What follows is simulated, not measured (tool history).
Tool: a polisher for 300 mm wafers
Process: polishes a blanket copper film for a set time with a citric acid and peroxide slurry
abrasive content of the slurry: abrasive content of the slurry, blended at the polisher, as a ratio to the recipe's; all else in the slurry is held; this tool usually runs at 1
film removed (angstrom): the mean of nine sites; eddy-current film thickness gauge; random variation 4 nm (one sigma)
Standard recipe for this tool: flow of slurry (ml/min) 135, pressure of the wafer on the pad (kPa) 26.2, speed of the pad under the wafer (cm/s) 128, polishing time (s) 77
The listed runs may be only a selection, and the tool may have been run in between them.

| run | day | flow of slurry (ml/min) | pressure of the wafer on the pad (kPa) | speed of the pad under the wafer (cm/s) | abrasive content of the slurry | polishing time (s) | incoming thickness of the incoming film, nm | film removed (angstrom) |
|---|---|---|---|---|---|---|---|---|
| 1 | 0 | 135 | 26.2 | 154 | 1 | 77 | 1279.5 | 3000 |
|  | 0.629 | slurry nozzle cleaned |
| 2 | 2.958 | 135 | 26.2 | 128 | 1 | 77 | 1246.3 | 2435 |
| 3 | 4.883 | 135 | 26.2 | 128 | 1 | 77 | 1242.5 | 2432 |
|  | 4.988 | slurry blender recalibrated |
| 4 | 7.829 | 135 | 26.2 | 128 | 1 | 77 | 1247.9 | 2731 |
| 5 | 9.771 | 135 | 26.2 | 128 | 1 | 77 | 1256.5 | 2733 |
|  | 10.725 | worn pad replaced by a new one |
| 6 | 10.817 | 135 | 26.2 | 128 | 1 | 77 | 1253.9 | 2675 |
| 7 | 12.538 | 135 | 26.2 | 128 | 1 | 77 | 1262.9 | 2611 |
| 8 | 14.462 | 135 | 26.2 | 128 | 1 | 77 | 1258.9 | 2522 |
| 9 | 17.171 | 135 | 26.2 | 128 | 1 | 77 | 1272.8 | 2524 |
| 10 | 18.417 | 135 | 26.2 | 128 | 1 | 69 | 1251 | 2286 |
|  | 19.308 | slurry nozzle cleaned |
| 11 | 20.267 | 135 | 26.2 | 152 | 1 | 84 | 1274.9 | 3240 |
| 12 | 21.275 | 135 | 26.2 | 128 | 1 | 87 | 1266.2 | 2711 |
|  | 22 | slurry blender recalibrated |
| 13 | 22.583 | 135 | 26.2 | 128 | 1 | 77 | 1261.8 | 2646 |
| 14 | 24.412 | 135 | 26.2 | 128 | 1 | 77 | 1281.5 | 2634 |
| 15 | 26.146 | 135 | 26.2 | 128 | 1 | 56 | 1249.5 | 1876 |
|  | 27.45 | worn pad replaced by a new one |
| 16 | 28.771 | 135 | 26.2 | 128 | 1 | 77 | 1262.2 | 2565 |
| 17 | 31.167 | 135 | 31.7 | 162 | 1 | 77 | 1254.5 | 3763 |
| 18 | 32.358 | 105 | 18.6 | 128 | 1 | 87 | 1275.7 | 2068 |
| 19 | 34.158 | 135 | 26.2 | 128 | 1 | 77 | 1282.7 | 2495 |
| 20 | 36.575 | 100 | 26.2 | 128 | 1 | 104 | 1246 | 3113 |
| 21 | 37.688 | 135 | 26.2 | 128 | 1 | 77 | 1279 | 2361 |
| 22 | 39.425 | 135 | 26.2 | 98 | 1 | 77 | 1236.9 | 1856 |
|  | 40.312 | slurry blender recalibrated |
| 23 | 41.921 | 135 | 26.2 | 128 | 1 | 77 | 1255 | 2673 |
|  | 42.929 | head pressure recalibrated |
|  | 43.954 | slurry nozzle cleaned |
|  | 44.708 | worn pad replaced by a new one |
| 24 | 44.729 | 170 | 26.2 | 128 | 1 | 86 | 1274 | 3069 |
| 25 | 47.379 | 135 | 26.2 | 128 | 0.9 | 77 | 1281 | 2482 |
| 26 | 49.4 | 135 | 26.2 | 108 | 1 | 93 | 1278.5 | 2611 |
| 27 | 56.204 | 135 | 26.2 | 128 | 1 | 77 | 1252.3 | 2400 |
|  | 58.008 | slurry blender recalibrated |
| 28 | 58.542 | 135 | 26.2 | 128 | 1 | 77 | 1246.7 | 2652 |
| 29 | 59.896 | 165 | 31.7 | 128 | 1 | 77 | 1270.6 | 3240 |

Consider 5 possible next runs. They are alternatives, not a sequence: every one starts from the tool as it was left by run 29. What does each give?
| A | 59.912 | 135 | 26.2 | 128 | 1 | 77 | 1254.1 | ? |
| B | 59.912 | 160 | 31.7 | 162 | 0.85 | 77 | 1254.1 | ? |
| C | 59.912 | 135 | 26.2 | 108 | 1 | 77 | 1254.1 | ? |
| D | 59.912 | 100 | 26.2 | 128 | 1 | 97 | 1254.1 | ? |
| E | 59.912 | 165 | 32.4 | 128 | 1.2 | 77 | 1254.1 | ? |

| run | film removed (angstrom) |
|---|---|
| A | 2722 |
| B | 3980 |
| C | 2303 |
| D | 3191 |
| E | 3510 |
With the hidden condition removed and each run's random variation left untouched, the same runs would have given:
| run | film removed (angstrom) |
|---|---|
| A | 2753 |
| B | 4024 |
| C | 2330 |
| D | 3228 |
| E | 3551 |

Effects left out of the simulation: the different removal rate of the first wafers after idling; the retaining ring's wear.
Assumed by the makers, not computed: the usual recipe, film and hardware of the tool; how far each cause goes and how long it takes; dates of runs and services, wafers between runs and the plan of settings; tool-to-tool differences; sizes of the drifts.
